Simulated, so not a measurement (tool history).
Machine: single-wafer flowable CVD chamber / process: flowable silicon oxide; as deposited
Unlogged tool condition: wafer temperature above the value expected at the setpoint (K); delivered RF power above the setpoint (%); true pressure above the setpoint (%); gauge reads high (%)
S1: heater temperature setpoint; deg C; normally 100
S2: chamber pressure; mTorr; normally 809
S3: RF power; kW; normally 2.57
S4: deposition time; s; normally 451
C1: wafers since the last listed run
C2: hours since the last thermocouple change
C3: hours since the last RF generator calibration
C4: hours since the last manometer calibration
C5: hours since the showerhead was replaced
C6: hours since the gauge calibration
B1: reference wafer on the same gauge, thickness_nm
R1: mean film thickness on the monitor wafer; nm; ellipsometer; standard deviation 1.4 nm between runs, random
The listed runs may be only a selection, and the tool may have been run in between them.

{"run": 1, "hour": 0.0, "S1": 100, "S2": 667, "S3": 2.57, "S4": 451, "C1": 0, "C2": 1886.3, "C3": 1224.1, "C4": 1621.7, "C5": 6109.4, "C6": 379.8, "B1": 313.996, "R1": 328.753}
{"run": 2, "hour": 6.9, "S1": 100, "S2": 667, "S3": 2.57, "S4": 451, "C1": 27, "C2": 1893.2, "C3": 1231, "C4": 1628.6, "C5": 6116.3, "C6": 386.7, "B1": 313.78, "R1": 330.239}
{"run": 3, "hour": 24.1, "S1": 100, "S2": 667, "S3": 2.57, "S4": 451, "C1": 68, "C2": 1910.4, "C3": 1248.2, "C4": 1645.8, "C5": 6133.5, "C6": 403.9, "B1": 313.757, "R1": 327.749}
{"hour": 43.6, "done": "showerhead replaced"}
{"run": 4, "hour": 44.1, "S1": 100, "S2": 809, "S3": 2.57, "S4": 451, "C1": 47, "C2": 1930.4, "C3": 1268.2, "C4": 1665.8, "C5": 0.5, "C6": 423.9, "B1": 313.54, "R1": 397.644}
{"run": 5, "hour": 56.9, "S1": 100, "S2": 809, "S3": 2.57, "S4": 451, "C1": 50, "C2": 1943.2, "C3": 1281, "C4": 1678.6, "C5": 13.3, "C6": 436.7, "B1": 314.123, "R1": 398.28}
{"run": 6, "hour": 63.6, "S1": 100, "S2": 809, "S3": 2.57, "S4": 451, "C1": 26, "C2": 1949.9, "C3": 1287.7, "C4": 1685.3, "C5": 20, "C6": 443.4, "B1": 313.86, "R1": 396.234}
{"run": 7, "hour": 79.8, "S1": 100, "S2": 809, "S3": 2.57, "S4": 451, "C1": 64, "C2": 1966.1, "C3": 1303.9, "C4": 1701.5, "C5": 36.2, "C6": 459.6, "B1": 313.757, "R1": 400.309}
{"hour": 96.6, "done": "thermocouple changed; heater temperature recalibrated"}
{"run": 8, "hour": 97.1, "S1": 94, "S2": 762, "S3": 2.57, "S4": 451, "C1": 36, "C2": 0.5, "C3": 1321.2, "C4": 1718.8, "C5": 53.5, "C6": 476.9, "B1": 314.485, "R1": 395.202}
{"run": 9, "hour": 105.0, "S1": 100, "S2": 809, "S3": 2.57, "S4": 451, "C1": 31, "C2": 8.4, "C3": 1329.1, "C4": 1726.7, "C5": 61.4, "C6": 484.8, "B1": 313.873, "R1": 353.1}
{"hour": 122.0, "done": "gauge calibrated"}
{"run": 10, "hour": 151.5, "S1": 100, "S2": 809, "S3": 2.57, "S4": 451, "C1": 184, "C2": 54.9, "C3": 1375.6, "C4": 1773.2, "C5": 107.9, "C6": 29.5, "B1": 314.242, "R1": 358.121}
{"hour": 161.7, "done": "capacitance manometer re-zeroed and calibrated"}
{"run": 11, "hour": 162.9, "S1": 90, "S2": 710, "S3": 2.2, "S4": 451, "C1": 13, "C2": 66.3, "C3": 1387, "C4": 1.2, "C5": 119.3, "C6": 40.9, "B1": 313.863, "R1": 410.735}
{"run": 12, "hour": 175.8, "S1": 110, "S2": 982, "S3": 2.71, "S4": 420, "C1": 51, "C2": 79.2, "C3": 1399.9, "C4": 14.1, "C5": 132.2, "C6": 53.8, "B1": 313.968, "R1": 301.934}
{"run": 13, "hour": 193.4, "S1": 92, "S2": 982, "S3": 3.02, "S4": 527, "C1": 69, "C2": 96.8, "C3": 1417.5, "C4": 31.7, "C5": 149.8, "C6": 71.4, "B1": 313.779, "R1": 651.396}
{"run": 14, "hour": 205.4, "S1": 100, "S2": 809, "S3": 2.57, "S4": 451, "C1": 47, "C2": 108.8, "C3": 1429.5, "C4": 43.7, "C5": 161.8, "C6": 83.4, "B1": 313.616, "R1": 360.35}
{"hour": 221.2, "done": "RF generator calibrated"}
{"run": 15, "hour": 221.7, "S1": 100, "S2": 809, "S3": 2.36, "S4": 398, "C1": 32, "C2": 125.1, "C3": 0.5, "C4": 60, "C5": 178.1, "C6": 99.7, "B1": 314.1, "R1": 314.503}
{"run": 16, "hour": 226.4, "S1": 100, "S2": 809, "S3": 2.57, "S4": 451, "C1": 18, "C2": 129.8, "C3": 5.2, "C4": 64.7, "C5": 182.8, "C6": 104.4, "B1": 314.156, "R1": 361.515}
{"run": 17, "hour": 236.2, "S1": 107, "S2": 809, "S3": 2.57, "S4": 403, "C1": 38, "C2": 139.6, "C3": 15, "C4": 74.5, "C5": 192.6, "C6": 114.2, "B1": 313.875, "R1": 264}
{"run": 18, "hour": 244.1, "S1": 100, "S2": 809, "S3": 2.57, "S4": 451, "C1": 31, "C2": 147.5, "C3": 22.9, "C4": 82.4, "C5": 200.5, "C6": 122.1, "B1": 314.249, "R1": 365.303}
{"run": 19, "hour": 286.5, "S1": 90, "S2": 869, "S3": 2.57, "S4": 408, "C1": 168, "C2": 189.9, "C3": 65.3, "C4": 124.8, "C5": 242.9, "C6": 164.5, "B1": 314.223, "R1": 474.827}
{"run": 20, "hour": 298.9, "S1": 100, "S2": 675, "S3": 2.57, "S4": 488, "C1": 49, "C2": 202.3, "C3": 77.7, "C4": 137.2, "C5": 255.3, "C6": 176.9, "B1": 314.437, "R1": 334.471}
{"run": 21, "hour": 305.0, "S1": 92, "S2": 981, "S3": 2.22, "S4": 451, "C1": 24, "C2": 208.4, "C3": 83.8, "C4": 143.3, "C5": 261.4, "C6": 183, "B1": 314.11, "R1": 550.163}
{"run": 22, "hour": 315.3, "S1": 100, "S2": 732, "S3": 2.57, "S4": 367, "C1": 40, "C2": 218.7, "C3": 94.1, "C4": 153.6, "C5": 271.7, "C6": 193.3, "B1": 314.113, "R1": 273.059}
{"run": 23, "hour": 327.0, "S1": 100, "S2": 809, "S3": 2.41, "S4": 367, "C1": 46, "C2": 230.4, "C3": 105.8, "C4": 165.3, "C5": 283.4, "C6": 205, "B1": 314.042, "R1": 295.138}
{"run": 24, "hour": 341.3, "S1": 100, "S2": 870, "S3": 2.57, "S4": 451, "C1": 56, "C2": 244.7, "C3": 120.1, "C4": 179.6, "C5": 297.7, "C6": 219.3, "B1": 313.982, "R1": 396.907}
{"run": 25, "hour": 349.1, "S1": 91, "S2": 963, "S3": 2.41, "S4": 540, "C1": 31, "C2": 252.5, "C3": 127.9, "C4": 187.4, "C5": 305.5, "C6": 227.1, "B1": 314.003, "R1": 678.244}
{"run": 26, "hour": 366.6, "S1": 100, "S2": 809, "S3": 2.57, "S4": 451, "C1": 69, "C2": 270, "C3": 145.4, "C4": 204.9, "C5": 323, "C6": 244.6, "B1": 314.256, "R1": 371.435}
{"run": 27, "hour": 384.3, "S1": 100, "S2": 870, "S3": 2.57, "S4": 451, "C1": 70, "C2": 287.7, "C3": 163.1, "C4": 222.6, "C5": 340.7, "C6": 262.3, "B1": 313.617, "R1": 399.123}

Predict each of these 5 candidate next runs independently; none follows another, all start after run 27:
{"run": "A", "hour": 384.8, "S1": 100, "S2": 809, "S3": 2.57, "S4": 451, "C1": 1, "C2": 288.2, "C3": 163.6, "C4": 223.1, "C5": 341.2, "C6": 262.8, "B1": "?", "R1": "?"}
{"run": "B", "hour": 384.8, "S1": 112, "S2": 809, "S3": 2.57, "S4": 451, "C1": 1, "C2": 288.2, "C3": 163.6, "C4": 223.1, "C5": 341.2, "C6": 262.8, "B1": "?", "R1": "?"}
{"run": "C", "hour": 384.8, "S1": 100, "S2": 987, "S3": 2.57, "S4": 451, "C1": 1, "C2": 288.2, "C3": 163.6, "C4": 223.1, "C5": 341.2, "C6": 262.8, "B1": "?", "R1": "?"}
{"run": "D", "hour": 384.8, "S1": 114, "S2": 809, "S3": 2.805, "S4": 403, "C1": 1, "C2": 288.2, "C3": 163.6, "C4": 223.1, "C5": 341.2, "C6": 262.8, "B1": "?", "R1": "?"}
{"run": "E", "hour": 384.8, "S1": 90, "S2": 683, "S3": 2.85, "S4": 391, "C1": 1, "C2": 288.2, "C3": 163.6, "C4": 223.1, "C5": 341.2, "C6": 262.8, "B1": "?", "R1": "?"}

run=A B1=313.671 R1=372.724
run=B B1=313.671 R1=262.344
run=C B1=313.671 R1=451.347
run=D B1=313.671 R1=223.537
run=E B1=313.671 R1=370.516
The same runs, with their run-to-run variation unchanged, on a tool lacking any hidden condition would have given:
run=A R1=348.854
run=B R1=245.613
run=C R1=422.441
run=D R1=209.657
run=E R1=347.111
